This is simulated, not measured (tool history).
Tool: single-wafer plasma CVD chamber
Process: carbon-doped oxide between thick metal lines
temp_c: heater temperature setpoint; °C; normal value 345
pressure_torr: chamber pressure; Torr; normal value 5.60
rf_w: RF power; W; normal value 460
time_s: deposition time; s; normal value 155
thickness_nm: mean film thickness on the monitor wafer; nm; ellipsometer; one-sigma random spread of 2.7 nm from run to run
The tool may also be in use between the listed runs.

run,day,temp_c,pressure_torr,rf_w,time_s,wafers since the last listed run,hours since the last thermocouple change,hours since the last RF generator calibration,hours since the last manometer calibration,hours since the showerhead was replaced,hours since the gauge calibration,"read-back reference wafer on the same gauge, thickness_nm",thickness_nm
1,0.000,345,6.47,460,155,0,2485.0,796.7,686.4,4121.6,243.2,581.940,707.552
2,1.954,345,6.47,460,155,383,2531.9,843.6,733.3,4168.5,290.1,582.044,707.744
3,2.658,345,6.47,460,155,138,2548.8,860.5,750.2,4185.4,307.0,582.014,702.554
4,3.246,345,4.73,390,155,115,2562.9,874.6,764.3,4199.5,321.1,581.717,609.681
5,3.704,345,4.73,390,155,89,2573.9,885.6,775.3,4210.5,332.1,582.329,609.479
6,4.121,345,4.73,390,155,81,2583.9,895.6,785.3,4220.5,342.1,582.304,611.361
7,4.721,345,4.77,460,155,117,2598.3,910.0,799.7,4234.9,356.5,581.964,670.633
8,5.112,345,4.77,460,155,76,2607.7,919.4,809.1,4244.3,365.9,581.660,670.755
# day 5.492: RF generator calibrated
9,6.571,345,4.77,460,155,220,2642.7,25.9,844.1,4279.3,400.9,582.169,649.993
# day 6.671: gauge calibrated
10,6.875,345,5.60,460,155,59,2650.0,33.2,851.4,4286.6,4.9,582.268,667.196
11,7.262,345,5.60,460,155,76,2659.3,42.5,860.7,4295.9,14.2,582.436,669.463
12,7.696,345,5.60,400,168,84,2669.7,52.9,871.1,4306.3,24.6,582.190,668.261
# day 8.525: RF generator calibrated, repeated, since the last time left the tool worse
# day 9.208: capacitance manometer re-zeroed and calibrated
13,9.238,345,5.60,400,168,171,2706.7,17.1,0.7,4343.3,61.6,581.845,711.230
# day 9.846: thermocouple changed; heater temperature recalibrated
14,9.867,345,5.60,400,168,58,0.5,32.2,15.8,4358.4,76.7,582.257,716.049
15,10.462,345,5.60,460,155,116,14.8,46.5,30.1,4372.7,91.0,581.658,710.230
16,11.158,345,5.60,385,174,136,31.5,63.2,46.8,4389.4,107.7,581.731,721.508
17,11.496,345,5.19,460,132,66,39.6,71.3,54.9,4397.5,115.8,582.429,598.855
18,11.746,349,5.08,405,126,49,45.6,77.3,60.9,4403.5,121.8,581.760,518.998
19,12.033,345,6.47,460,155,56,52.5,84.2,67.8,4410.4,128.7,581.595,719.777
# day 12.933: showerhead replaced
20,12.954,345,5.60,425,125,115,74.6,106.3,89.9,0.5,150.8,582.194,550.299
21,13.183,345,5.60,460,155,44,80.1,111.8,95.4,6.0,156.3,581.732,707.751
22,13.796,345,5.60,405,130,120,94.8,126.5,110.1,20.7,171.0,582.051,553.964
23,14.475,335,4.28,460,146,133,111.1,142.8,126.4,37.0,187.3,582.074,659.566
24,14.746,345,5.60,460,155,53,117.6,149.3,132.9,43.5,193.8,582.243,710.176
25,15.217,345,5.60,505,172,92,128.9,160.6,144.2,54.8,205.1,581.821,824.508
26,15.862,345,4.98,460,155,126,144.4,176.1,159.7,70.3,220.6,582.664,692.595
27,16.258,357,4.32,530,145,77,153.9,185.6,169.2,79.8,230.1,582.372,655.129
28,16.800,345,5.60,460,155,106,166.9,198.6,182.2,92.8,243.1,581.561,710.441

Each run again, without the hidden state but with its own random variation kept:
The hidden state here: wafer temperature above the value expected at the setpoint (K); delivered RF power above the setpoint (%); true pressure above the setpoint (%); gauge reads high (%).
run,thickness_nm
1,725.258
2,727.518
3,722.953
4,628.711
5,628.954
6,631.313
7,692.354
8,692.923
9,690.838
10,709.135
11,711.563
12,711.496
13,713.609
14,718.463
15,712.317
16,724.016
17,600.669
18,520.839
19,722.002
20,552.356
21,710.057
22,556.129
23,661.876
24,712.704
25,827.533
26,695.248
27,657.652
28,713.348
